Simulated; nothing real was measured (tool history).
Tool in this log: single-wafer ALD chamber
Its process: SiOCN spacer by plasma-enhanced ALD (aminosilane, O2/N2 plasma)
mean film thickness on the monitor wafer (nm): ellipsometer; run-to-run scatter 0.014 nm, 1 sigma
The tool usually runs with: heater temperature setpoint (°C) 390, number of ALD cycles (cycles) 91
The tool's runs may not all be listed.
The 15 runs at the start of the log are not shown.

| run | hour | heater temperature setpoint (°C) | number of ALD cycles (cycles) | wafers since the last listed run | hours since the last thermocouple change | hours since the gauge calibration | read-back reference wafer on the same gauge, thickness_nm | mean film thickness on the monitor wafer (nm) |
|---|---|---|---|---|---|---|---|---|
| 16 | 206.3 | 390 | 91 | 18 | 25.7 | 152.9 | 6.150 | 5.743 |
| 17 | 217.4 | 390 | 91 | 23 | 36.8 | 164.0 | 6.145 | 5.740 |
| 18 | 226.1 | 390 | 102 | 18 | 45.5 | 172.7 | 6.145 | 6.421 |
| 19 | 239.4 | 390 | 91 | 28 | 58.8 | 186.0 | 6.141 | 5.748 |
| 20 | 248.8 | 404 | 91 | 20 | 68.2 | 195.4 | 6.139 | 5.655 |
| 21 | 259.8 | 381 | 91 | 23 | 79.2 | 206.4 | 6.138 | 5.716 |
| 22 | 275.0 | 381 | 76 | 32 | 94.4 | 221.6 | 6.133 | 4.762 |
| 23 | 282.5 | 390 | 91 | 16 | 101.9 | 229.1 | 6.134 | 5.716 |
| 24 | 294.2 | 390 | 91 | 25 | 113.6 | 240.8 | 6.128 | 5.731 |
| 25 | 310.8 | 390 | 74 | 35 | 130.2 | 257.4 | 6.120 | 4.643 |
| 26 | 320.3 | 398 | 96 | 20 | 139.7 | 266.9 | 6.119 | 6.017 |
| 27 | 364.0 | 396 | 83 | 94 | 183.4 | 310.6 | 6.109 | 5.204 |
| 28 | 376.2 | 390 | 91 | 26 | 195.6 | 322.8 | 6.110 | 5.709 |
|  | 377.8 | gauge calibrated |
| 29 | 392.2 | 399 | 107 | 34 | 211.6 | 14.4 | 6.149 | 6.762 |
| 30 | 399.4 | 386 | 73 | 15 | 218.8 | 21.6 | 6.147 | 4.605 |
| 31 | 407.1 | 386 | 96 | 16 | 226.5 | 29.3 | 6.148 | 6.050 |
| 32 | 444.8 | 386 | 108 | 81 | 264.2 | 67.0 | 6.142 | 6.804 |
| 33 | 461.2 | 397 | 101 | 35 | 280.6 | 83.4 | 6.135 | 6.338 |
| 34 | 507.2 | 405 | 82 | 99 | 326.6 | 129.4 | 6.124 | 5.089 |
| 35 | 524.3 | 378 | 99 | 36 | 343.7 | 146.5 | 6.119 | 6.215 |
| 36 | 553.0 | 394 | 107 | 62 | 372.4 | 175.2 | 6.112 | 6.717 |
| 37 | 560.1 | 379 | 75 | 15 | 379.5 | 182.3 | 6.111 | 4.704 |

Here are 4 independent what-if runs from the current tool condition. What would each one return?
| A | 560.7 | 390 | 91 | 1 | 380.1 | 182.9 | ? | ? |
| B | 560.7 | 401 | 78 | 1 | 380.1 | 182.9 | ? | ? |
| C | 560.7 | 383 | 100 | 1 | 380.1 | 182.9 | ? | ? |
| D | 560.7 | 385 | 109 | 1 | 380.1 | 182.9 | ? | ? |

| run | read-back reference wafer on the same gauge, thickness_nm | mean film thickness on the monitor wafer (nm) |
|---|---|---|
| A | 6.105 | 5.692 |
| B | 6.105 | 4.874 |
| C | 6.105 | 6.255 |
| D | 6.105 | 6.817 |
Had the tool no hidden state, the same runs would have come out as:
| run | mean film thickness on the monitor wafer (nm) |
|---|---|
| A | 5.748 |
| B | 4.923 |
| C | 6.317 |
| D | 6.885 |

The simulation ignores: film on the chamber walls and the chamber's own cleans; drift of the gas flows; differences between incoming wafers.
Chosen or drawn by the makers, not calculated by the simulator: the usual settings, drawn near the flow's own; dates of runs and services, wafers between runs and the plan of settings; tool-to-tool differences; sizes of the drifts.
